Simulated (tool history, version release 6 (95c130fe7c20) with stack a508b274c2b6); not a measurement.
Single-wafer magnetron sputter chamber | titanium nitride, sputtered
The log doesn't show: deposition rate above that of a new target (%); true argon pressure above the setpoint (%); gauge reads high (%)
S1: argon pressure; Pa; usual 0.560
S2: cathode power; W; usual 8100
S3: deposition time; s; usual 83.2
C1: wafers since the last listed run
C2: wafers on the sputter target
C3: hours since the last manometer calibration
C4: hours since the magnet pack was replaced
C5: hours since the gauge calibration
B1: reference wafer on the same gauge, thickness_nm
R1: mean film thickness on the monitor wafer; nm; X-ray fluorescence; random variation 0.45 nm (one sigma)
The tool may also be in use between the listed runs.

run,day,S1,S2,S3,C1,C2,C3,C4,C5,B1,R1
1,0.000,0.507,8100,83.2,0,5301,1986.7,9582.3,797.5,146.946,132.301
2,1.400,0.507,8100,83.2,713,6015,2020.3,9615.9,831.1,147.271,132.331
3,2.146,0.560,8100,83.2,380,6396,2038.2,9633.8,849.0,146.948,129.887
4,3.467,0.560,8100,83.2,673,7069,2069.9,9665.5,880.7,146.786,130.256
5,4.096,0.560,8100,83.2,320,7390,2085.0,9680.6,895.8,147.049,130.562
6,4.662,0.560,8100,83.2,288,7679,2098.6,9694.2,909.4,147.032,130.022
# day 5.071: sputter target and shields replaced
# day 5.358: magnet pack replaced
7,5.629,0.560,8100,87.6,177,137,2121.8,6.5,932.6,146.884,137.770
8,7.038,0.560,8100,87.6,718,856,2155.6,40.3,966.4,146.874,138.280
9,7.983,0.560,8100,83.2,482,1338,2178.3,63.0,989.1,147.075,130.739
10,8.696,0.560,8100,83.2,363,1701,2195.4,80.1,1006.2,147.147,131.563
11,9.983,0.560,8100,83.2,656,2358,2226.3,111.0,1037.1,147.041,130.511
12,10.779,0.560,8100,83.2,405,2764,2245.4,130.1,1056.2,147.029,130.357
13,11.454,0.560,8100,83.2,344,3108,2261.6,146.3,1072.4,146.778,130.592
14,12.754,0.393,7550,67.7,662,3771,2292.8,177.5,1103.6,146.988,104.836
# day 13.129: gauge calibrated
15,13.933,0.560,8100,87.6,601,4372,2321.1,205.8,19.3,147.010,138.775
16,14.579,0.389,9950,95.9,329,4702,2336.6,221.3,34.8,146.945,197.850
17,15.408,0.560,8100,83.2,422,5125,2356.5,241.2,54.7,147.033,130.973
18,16.133,0.378,8950,96.9,369,5494,2373.9,258.6,72.1,146.952,179.716
19,17.192,0.360,6950,87.4,539,6034,2399.3,284.0,97.5,147.078,126.669
20,18.083,0.659,7400,83.2,454,6489,2420.7,305.4,118.9,146.987,116.100
21,19.333,0.450,8100,83.2,637,7126,2450.7,335.4,148.9,147.048,136.592
22,20.017,0.360,6950,87.4,348,7475,2467.1,351.8,165.3,146.998,127.325
23,21.079,0.560,8100,83.2,541,8017,2492.6,377.3,190.8,146.966,131.491
# day 21.488: sputter target and shields replaced
24,21.729,0.560,8100,83.2,161,122,2508.2,392.9,206.4,146.933,132.083
25,22.512,0.560,8100,92.1,399,522,2527.0,411.7,225.2,147.374,144.948
26,23.654,0.560,8100,83.2,582,1104,2554.4,439.1,252.6,147.020,131.521
27,25.058,0.361,8100,83.2,716,1820,2588.1,472.8,286.3,146.965,141.926
28,25.958,0.439,8100,90.9,458,2279,2609.7,494.4,307.9,146.879,150.742
# day 26.504: capacitance manometer re-zeroed and calibrated
29,29.933,0.453,8100,74.5,1857,4136,82.3,589.8,403.3,146.699,119.039
30,30.767,0.560,8100,87.6,424,4561,102.3,609.8,423.3,147.002,133.358
31,31.662,0.560,9000,73.4,456,5018,123.8,631.3,444.8,147.053,124.548
32,32.754,0.490,9000,87.8,556,5575,150.0,657.5,471.0,147.004,152.636
33,33.308,0.378,8950,96.9,282,5857,163.3,670.8,484.3,146.811,175.985
34,34.025,0.560,6100,69.3,365,6223,180.5,688.0,501.5,147.145,79.399
35,35.467,0.426,7350,83.2,735,6958,215.1,722.6,536.1,146.954,121.497
36,36.029,0.560,7200,83.2,286,7245,228.6,736.1,549.6,147.225,112.701

Measured less the same run without the tool's hidden state. The same run-to-run variation is in both; the gauge's scatter may not be:
run,R1
1,+3.681
2,+3.740
3,+4.138
4,+4.210
5,+4.250
6,+4.258
7,+4.557
8,+4.642
9,+4.433
10,+4.493
11,+4.515
12,+4.546
13,+4.585
14,+2.459
15,+4.993
16,+4.664
17,+4.780
18,+4.147
19,+2.772
20,+5.176
21,+4.024
22,+2.860
23,+5.058
24,+5.110
25,+5.648
26,+5.177
27,+3.348
28,+4.576
29,+0.223
30,+0.360
31,+0.376
32,+0.446
33,+0.396
34,+0.306
35,+0.386
36,+0.515
